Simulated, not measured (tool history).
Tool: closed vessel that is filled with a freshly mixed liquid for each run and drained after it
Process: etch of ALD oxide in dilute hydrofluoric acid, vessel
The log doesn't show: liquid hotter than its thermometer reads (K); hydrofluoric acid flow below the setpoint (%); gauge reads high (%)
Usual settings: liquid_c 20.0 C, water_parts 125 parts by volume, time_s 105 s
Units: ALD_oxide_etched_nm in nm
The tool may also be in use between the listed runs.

run   hour  liquid_c  water_parts  time_s  wafers since the last listed run  hours since the thermometer was replaced  hours since the hydrofluoric acid flow meter was replaced  hours since the gauge calibration  read-back film thickness of the ALD oxide reference wafer, read on the same gauge (nm)  ALD_oxide_etched_nm
  1    0.0      20.0          125     105                                 0                                     505.5                                                     1521.7                              195.9                                                                                  130.03                11.72
  2    6.2      20.0          125     105                               381                                     511.7                                                     1527.9                              202.1                                                                                  130.01                11.44
      19.8  -- gauge calibrated
  3   23.4      20.0          165      80                              1058                                     528.9                                                     1545.1                                3.6                                                                                  129.99                 6.39
  4   31.1      20.0          165      80                               473                                     536.6                                                     1552.8                               11.3                                                                                  130.02                 6.32
  5   38.2      20.0          165      80                               436                                     543.7                                                     1559.9                               18.4                                                                                  130.02                 6.29
  6   55.0      23.5          125     105                              1033                                     560.5                                                     1576.7                               35.2                                                                                  130.01                13.31
  7   64.4      23.5          125     105                               578                                     569.9                                                     1586.1                               44.6                                                                                  130.03                13.21
  8   76.8      23.5          125     105                               762                                     582.3                                                     1598.5                               57.0                                                                                  130.02                13.28
  9   92.7      20.0          125     105                               978                                     598.2                                                     1614.4                               72.9                                                                                  129.97                11.29
 10  100.7      20.0          125     105                               492                                     606.2                                                     1622.4                               80.9                                                                                  130.01                11.59
 11  115.4      20.0          125     105                               904                                     620.9                                                     1637.1                               95.6                                                                                  130.00                11.47
 12  132.2      20.0          125     105                              1033                                     637.7                                                     1653.9                              112.4                                                                                  130.02                11.46
 13  142.1      20.0          125     105                               609                                     647.6                                                     1663.8                              122.3                                                                                  129.98                11.42
 14  157.2      20.0          125      80                               929                                     662.7                                                     1678.9                              137.4                                                                                  130.01                 8.62
 15  204.1      20.0          125      80                              2885                                     709.6                                                     1725.8                              184.3                                                                                  130.04                 8.59
 16  220.4      23.5          175      55                              1002                                     725.9                                                     1742.1                              200.6                                                                                  129.98                 4.59
 17  229.2      20.0           90      85                               541                                     734.7                                                     1750.9                              209.4                                                                                  130.01                13.36
     233.2  -- gauge calibrated
 18  242.0      17.0          170     125                               787                                     747.5                                                     1763.7                                8.8                                                                                  129.99                 8.25
     246.3  -- hydrofluoric acid flow meter replaced
     252.4  -- thermometer replaced
 19  255.9      20.0          125      80                               732                                       3.5                                                        9.6                               22.7                                                                                  129.99                10.25
 20  268.1      17.0           85      45                               750                                      15.7                                                       21.8                               34.9                                                                                  130.00                 7.62
 21  274.3      20.0          125     105                               381                                      21.9                                                       28.0                               41.1                                                                                  129.99                13.27
 22  289.2      18.0          175     105                               916                                      36.8                                                       42.9                               56.0                                                                                  130.04                 8.24

Run 23 comes next. What will it give?
 23  298.6      20.0           70     105                               578                                      46.2                                                       52.3                               65.4                                                                                       ?                    ?

{"run 23": {"read-back film thickness of the ALD oxide reference wafer, read on the same gauge (nm)": 129.98, "ALD_oxide_etched_nm": 25.28}}
Without the tool's hidden state the same run would have given ALD_oxide_etched_nm 25.44 nm.
